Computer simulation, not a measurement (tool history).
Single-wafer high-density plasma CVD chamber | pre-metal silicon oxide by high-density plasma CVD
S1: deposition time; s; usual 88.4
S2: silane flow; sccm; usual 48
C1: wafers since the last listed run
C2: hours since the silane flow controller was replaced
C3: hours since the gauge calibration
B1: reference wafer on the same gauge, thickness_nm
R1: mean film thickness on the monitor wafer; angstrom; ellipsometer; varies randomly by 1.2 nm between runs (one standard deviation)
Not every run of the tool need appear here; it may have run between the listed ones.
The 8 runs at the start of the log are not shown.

run,hour,S1,S2,C1,C2,C3,B1,R1
9,590.7,88.4,48,1199,3521.9,1270.5,489.976,4561.72
# hour 672.8: gauge calibrated
10,690.7,96.2,48,1485,3621.9,17.9,489.832,4988.55
11,746.8,96.2,48,833,3678,74,489.856,4985.79
12,793,96.2,48,686,3724.2,120.2,490.29,4974.75
13,841.1,88.4,48,714,3772.3,168.3,489.971,4588.57
# hour 866.8: silane flow controller replaced
14,906.6,88.4,48,854,39.8,233.8,490.094,4443.09
15,965.4,88.4,48,873,98.6,292.6,489.736,4459.35
16,1016.3,88.4,48,756,149.5,343.5,490.091,4463.74
17,1110.9,101.2,42,1405,244.1,438.1,490.081,4587.76
18,1209.6,76.8,51,1466,342.8,536.8,489.855,4094.82
19,1279.1,101.6,39,1032,412.3,606.3,489.884,4364.42
20,1369.4,93.1,43,1341,502.6,696.6,490.033,4322.61
21,1438.9,104.4,40,1032,572.1,766.1,490.198,4634.21
22,1509.1,88.4,40,1043,642.3,836.3,489.955,3919.59
23,1563.6,88.4,48,809,696.8,890.8,489.838,4534.74
24,1613.6,82.4,48,742,746.8,940.8,490.178,4206.13
25,1714.5,98.3,52,1499,847.7,1041.7,489.881,5348.69
26,1782.4,74.9,42,1008,915.6,1109.6,490.054,3460.54
27,1835.2,71.1,55,784,968.4,1162.4,490.06,4076.34
28,1896.5,88.4,48,910,1029.7,1223.7,489.909,4536.59
29,1959.9,82.2,40,942,1093.1,1287.1,490.149,3649.91
30,2038,93.3,39,1160,1171.2,1365.2,489.991,4056.73
31,2095.2,88.4,53,849,1228.4,1422.4,489.905,4941.47

What if the next run were any one of these 3? Each begins from the tool's condition after run 31:
A,2095.6,88.4,48,5,1228.8,1422.8,?,?
B,2095.6,80.9,43,5,1228.8,1422.8,?,?
C,2095.6,77.2,43,5,1228.8,1422.8,?,?

run,B1,R1
A,490.115,4552.89
B,490.115,3819.75
C,490.115,3645.05
Take away the tool's hidden state, keep each run's random variation, and the runs would have read:
run,R1
A,4415.27
B,3704.29
C,3534.87

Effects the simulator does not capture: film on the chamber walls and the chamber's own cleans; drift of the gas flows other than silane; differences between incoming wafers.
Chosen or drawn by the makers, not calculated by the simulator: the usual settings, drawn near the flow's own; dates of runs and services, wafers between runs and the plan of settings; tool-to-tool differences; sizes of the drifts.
